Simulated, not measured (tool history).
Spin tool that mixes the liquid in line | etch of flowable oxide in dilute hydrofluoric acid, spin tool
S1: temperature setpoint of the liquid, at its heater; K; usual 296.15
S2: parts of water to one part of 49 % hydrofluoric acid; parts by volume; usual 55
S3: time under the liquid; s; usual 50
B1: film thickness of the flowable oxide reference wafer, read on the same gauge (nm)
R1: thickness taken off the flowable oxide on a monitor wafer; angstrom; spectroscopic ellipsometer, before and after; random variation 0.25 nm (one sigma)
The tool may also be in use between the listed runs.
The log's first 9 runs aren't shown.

run    hour      S1  S2  S3      B1      R1
 10   598.7  296.15  75  50  139.99   260.9
 11   680.5  298.15  80  50  140.01   265.5
 12   754.9  296.15  55  25  140.01     184
 13   820.7  300.15  80  75  140.01   432.1
 14   915.1  298.65  65  50  140.03   334.6
 15   976.2  300.65  80  35  140.02   203.7
     1211.9  -- hydrofluoric acid flow meter replaced
 16    1273  296.15  30  80  140.01  1103.6
     1311.9  -- gauge calibrated
 17  1321.6  296.15  65  25  139.97   151.2
 18    1363  296.15  55  50  139.98   363.8
 19  1428.8  296.15  55  40  139.99   287.4
 20  1467.8  300.15  80  75     140   418.9
 21    1506  298.65  65  60     140     398
 22  1543.7  296.15  45  50  140.02   444.7
 23  1587.3  294.65  30  65  139.99   837.8
 24  1650.5  298.65  55  50  139.98   398.9
     1720.5  -- thermometer replaced
 25  1758.4  296.15  55  50  139.98   370.5
 26  1797.5  296.15  55  50  140.02     371
 27    1897  293.65  55  50     140   331.3
 28  1976.4  296.15  65  70  139.98   435.8
 29  2073.9  299.15  55  50  139.97   414.3
 30  2143.1  296.15  55  50  140.03   362.4
 31  2217.5  296.15  55  20  140.01   147.9
 32  2295.3  296.15  55  50  140.02     368

Forecast each of these 5 alternatives for the next run:
  A  2295.7  301.15  55  50   ?   ?
  B  2295.7  296.15  70  50   ?   ?
  C  2295.7  292.15  70  25   ?   ?
  D  2295.7  296.15  55  75   ?   ?
  E  2295.7  300.65  85  80   ?   ?

run      B1     R1
  A  140.02  448.9
  B  140.02  282.5
  C  140.02  119.5
  D  140.02  549.5
  E  140.02  436.9
Without the tool's hidden state the same runs would have given:
run     R1
  A  455.3
  B  286.6
  C  121.4
  D  557.8
  E  443.1
